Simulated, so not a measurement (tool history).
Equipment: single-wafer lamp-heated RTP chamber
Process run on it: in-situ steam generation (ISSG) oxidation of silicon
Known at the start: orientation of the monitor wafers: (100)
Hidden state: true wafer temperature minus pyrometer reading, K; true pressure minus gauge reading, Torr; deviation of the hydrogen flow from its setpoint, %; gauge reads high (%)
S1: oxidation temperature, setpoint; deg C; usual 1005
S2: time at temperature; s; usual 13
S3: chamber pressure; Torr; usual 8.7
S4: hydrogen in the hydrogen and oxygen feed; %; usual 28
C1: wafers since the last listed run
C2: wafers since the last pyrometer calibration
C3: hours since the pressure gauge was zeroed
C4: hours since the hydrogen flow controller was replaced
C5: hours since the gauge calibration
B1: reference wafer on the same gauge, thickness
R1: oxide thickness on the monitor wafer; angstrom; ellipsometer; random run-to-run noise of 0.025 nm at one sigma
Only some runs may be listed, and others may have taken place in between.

run     day    S1  S2   S3  S4    C1    C2      C3      C4     C5     B1     R1
  1   0.000  1005  13  8.7  28     0  1171  2981.8  5002.4  277.4  4.398  48.49
  2   0.708  1005  13  8.7  28   269  1440  2998.8  5019.4  294.4  4.396  48.35
  3   1.396  1015  13  8.7  32   261  1702  3015.3  5035.9  310.9  4.399  52.71
  4   2.208  1015  13  8.7  32   309  2011  3034.8  5055.4  330.4  4.405  52.65
  5   3.667  1012  13  8.7  28   554  2566  3069.8  5090.4  365.4  4.428  50.50
  6   5.217  1012  13  8.7  28   589  3156  3107.0  5127.6  402.6  4.417  49.68
  7   6.467  1012  13  8.7  28   475  3631  3137.0  5157.6  432.6  4.429  49.78
  8   7.950  1005  13  8.7  22   564  4196  3172.6  5193.2  468.2  4.435  45.64
  9   8.829  1000  13  8.7  28   334  4530  3193.7  5214.3  489.3  4.431  48.31
      9.183  -- hydrogen flow controller replaced
 10   9.742   996  13  8.7  28   220  4751  3215.6    13.4  511.2  4.434  47.39
 11  11.138   996  13  8.7  28   531  5282  3249.1    46.9  544.7  4.446  47.35
 12  12.133   996  13  8.7  28   378  5661  3273.0    70.8  568.6  4.450  47.33
 13  13.079  1005  16  8.7  28   359  6021  3295.7    93.5  591.3  4.449  54.04
 14  14.192  1005  18  8.7  32   423  6444  3322.4   120.2  618.0  4.470  58.54
 15  15.017   993  13  8.7  32   313  6758  3342.2   140.0  637.8  4.449  48.68
 16  15.875  1005  17  8.7  32   326  7085  3362.8   160.6  658.4  4.460  56.75
 17  16.517  1005  13  8.7  32   244  7329  3378.2   176.0  673.8  4.465  51.22
 18  17.683   993  13  8.7  32   443  7773  3406.2   204.0  701.8  4.471  48.50
 19  18.325  1005  15  8.7  32   244  8017  3421.6   219.4  717.2  4.468  54.70
 20  18.846  1005  15  8.1  32   198  8215  3434.1   231.9  729.7  4.480  54.90
     19.288  -- gauge calibrated
     19.517  -- pressure gauge zeroed
     20.225  -- pyrometer window cleaned and pyrometer calibrated
 21  20.246  1005  11  8.7  28   279     8    17.5   265.5   23.0  4.330  43.98
 22  21.267  1005  13  8.7  28   388   396    42.0   290.0   47.5  4.347  47.47
 23  22.658   995  13  8.7  28   529   926    75.4   323.4   80.9  4.350  46.34
 24  23.567  1011  13  9.8  28   345  1271    97.2   345.2  102.7  4.349  48.17
 25  24.896  1005  12  8.7  32   505  1777   129.1   377.1  134.6  4.362  48.46
 26  26.108  1005  13  8.7  28   461  2239   158.2   406.2  163.7  4.368  47.89
 27  26.629  1005   9  9.8  32   198  2437   170.7   418.7  176.2  4.357  41.74
 28  29.396  1005   8  9.6  21  1052  3490   237.1   485.1  242.6  4.378  35.82
 29  30.512  1021  13  7.3  32   424  3915   263.9   511.9  269.4  4.381  53.53
 30  31.446   994  13  9.8  20   355  4270   286.3   534.3  291.8  4.379  42.21

List, for all runs, the conditions of the tool that the log does not record:
true wafer temperature minus pyrometer reading, K: 0 at every run
true pressure minus gauge reading, Torr: 0 at every run
deviation of the hydrogen flow from its setpoint, %: 0 at every run
H1: gauge reads high (%)
run       H1
  1     1.31
  2     1.38
  3     1.44
  4     1.52
  5     1.66
  6     1.81
  7     1.93
  8     2.07
  9     2.16
 10     2.25
 11     2.38
 12     2.47
 13     2.57
 14     2.67
 15     2.75
 16     2.83
 17      2.9
 18     3.01
 19     3.07
 20     3.12
 21  -0.0447
 22   0.0533
 23    0.187
 24    0.274
 25    0.402
 26    0.518
 27    0.568
 28    0.834
 29    0.941
 30     1.03
